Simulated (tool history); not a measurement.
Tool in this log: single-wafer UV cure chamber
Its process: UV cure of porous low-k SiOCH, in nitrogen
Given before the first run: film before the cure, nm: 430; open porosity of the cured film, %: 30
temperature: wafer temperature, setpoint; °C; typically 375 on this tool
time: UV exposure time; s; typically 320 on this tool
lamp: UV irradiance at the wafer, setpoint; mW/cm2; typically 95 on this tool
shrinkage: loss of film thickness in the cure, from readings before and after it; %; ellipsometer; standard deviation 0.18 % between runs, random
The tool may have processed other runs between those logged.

{"run": 1, "hour": 0.0, "temperature": 385, "time": 210, "lamp": 95, "shrinkage": 10.731}
{"run": 2, "hour": 8.2, "temperature": 385, "time": 210, "lamp": 95, "shrinkage": 10.506}
{"run": 3, "hour": 17.9, "temperature": 375, "time": 410, "lamp": 95, "shrinkage": 13.315}
{"run": 4, "hour": 24.2, "temperature": 375, "time": 320, "lamp": 95, "shrinkage": 12.483}
{"run": 5, "hour": 30.7, "temperature": 375, "time": 320, "lamp": 95, "shrinkage": 12.219}
{"run": 6, "hour": 45.5, "temperature": 375, "time": 320, "lamp": 95, "shrinkage": 12.209}
{"run": 7, "hour": 57.3, "temperature": 375, "time": 320, "lamp": 95, "shrinkage": 12.3}
{"run": 8, "hour": 72.9, "temperature": 375, "time": 320, "lamp": 95, "shrinkage": 11.965}
{"run": 9, "hour": 85.7, "temperature": 375, "time": 200, "lamp": 95, "shrinkage": 10.034}
{"hour": 108.8, "done": "UV bulbs replaced"}
{"run": 10, "hour": 109.3, "temperature": 375, "time": 200, "lamp": 95, "shrinkage": 10.061}
{"run": 11, "hour": 118.3, "temperature": 375, "time": 320, "lamp": 95, "shrinkage": 12.439}
{"run": 12, "hour": 136.3, "temperature": 375, "time": 320, "lamp": 95, "shrinkage": 11.985}
{"run": 13, "hour": 151.0, "temperature": 375, "time": 320, "lamp": 95, "shrinkage": 12.152}
{"run": 14, "hour": 158.2, "temperature": 375, "time": 320, "lamp": 67, "shrinkage": 10.568}
{"run": 15, "hour": 169.1, "temperature": 375, "time": 320, "lamp": 67, "shrinkage": 10.546}
{"run": 16, "hour": 179.7, "temperature": 375, "time": 320, "lamp": 95, "shrinkage": 12.205}
{"run": 17, "hour": 186.7, "temperature": 367, "time": 270, "lamp": 64, "shrinkage": 9.242}
{"run": 18, "hour": 193.3, "temperature": 392, "time": 445, "lamp": 95, "shrinkage": 14.197}
{"run": 19, "hour": 206.1, "temperature": 394, "time": 320, "lamp": 95, "shrinkage": 12.47}
{"run": 20, "hour": 219.8, "temperature": 375, "time": 430, "lamp": 79, "shrinkage": 12.712}
{"run": 21, "hour": 231.5, "temperature": 356, "time": 420, "lamp": 62, "shrinkage": 10.846}
{"run": 22, "hour": 242.8, "temperature": 375, "time": 320, "lamp": 95, "shrinkage": 11.819}
{"run": 23, "hour": 251.7, "temperature": 384, "time": 465, "lamp": 124, "shrinkage": 15.046}
{"hour": 267.2, "done": "quartz window cleaned"}
{"run": 24, "hour": 267.7, "temperature": 375, "time": 320, "lamp": 95, "shrinkage": 13.149}
{"run": 25, "hour": 303.8, "temperature": 366, "time": 510, "lamp": 107, "shrinkage": 15.476}
{"run": 26, "hour": 313.8, "temperature": 386, "time": 210, "lamp": 62, "shrinkage": 9.042}
{"run": 27, "hour": 324.9, "temperature": 375, "time": 320, "lamp": 95, "shrinkage": 12.955}
{"run": 28, "hour": 335.2, "temperature": 386, "time": 210, "lamp": 62, "shrinkage": 9.022}
{"run": 29, "hour": 346.8, "temperature": 383, "time": 320, "lamp": 75, "shrinkage": 11.726}
{"run": 30, "hour": 358.1, "temperature": 375, "time": 320, "lamp": 95, "shrinkage": 12.738}

Hidden state, per run?
lamp output below its setpoint, %: 0, the same for each run
H1: transmission lost against a clean window, %
run=1 H1=15.9
run=2 H1=16.3
run=3 H1=16.7
run=4 H1=16.9
run=5 H1=17.2
run=6 H1=17.7
run=7 H1=18.1
run=8 H1=18.6
run=9 H1=18.9
run=10 H1=19.5
run=11 H1=19.7
run=12 H1=20
run=13 H1=20.3
run=14 H1=20.4
run=15 H1=20.5
run=16 H1=20.7
run=17 H1=20.8
run=18 H1=20.8
run=19 H1=21
run=20 H1=21.1
run=21 H1=21.2
run=22 H1=21.3
run=23 H1=21.4
run=24 H1=1.03
run=25 H1=5.96
run=26 H1=7.1
run=27 H1=8.28
run=28 H1=9.29
run=29 H1=10.3
run=30 H1=11.3
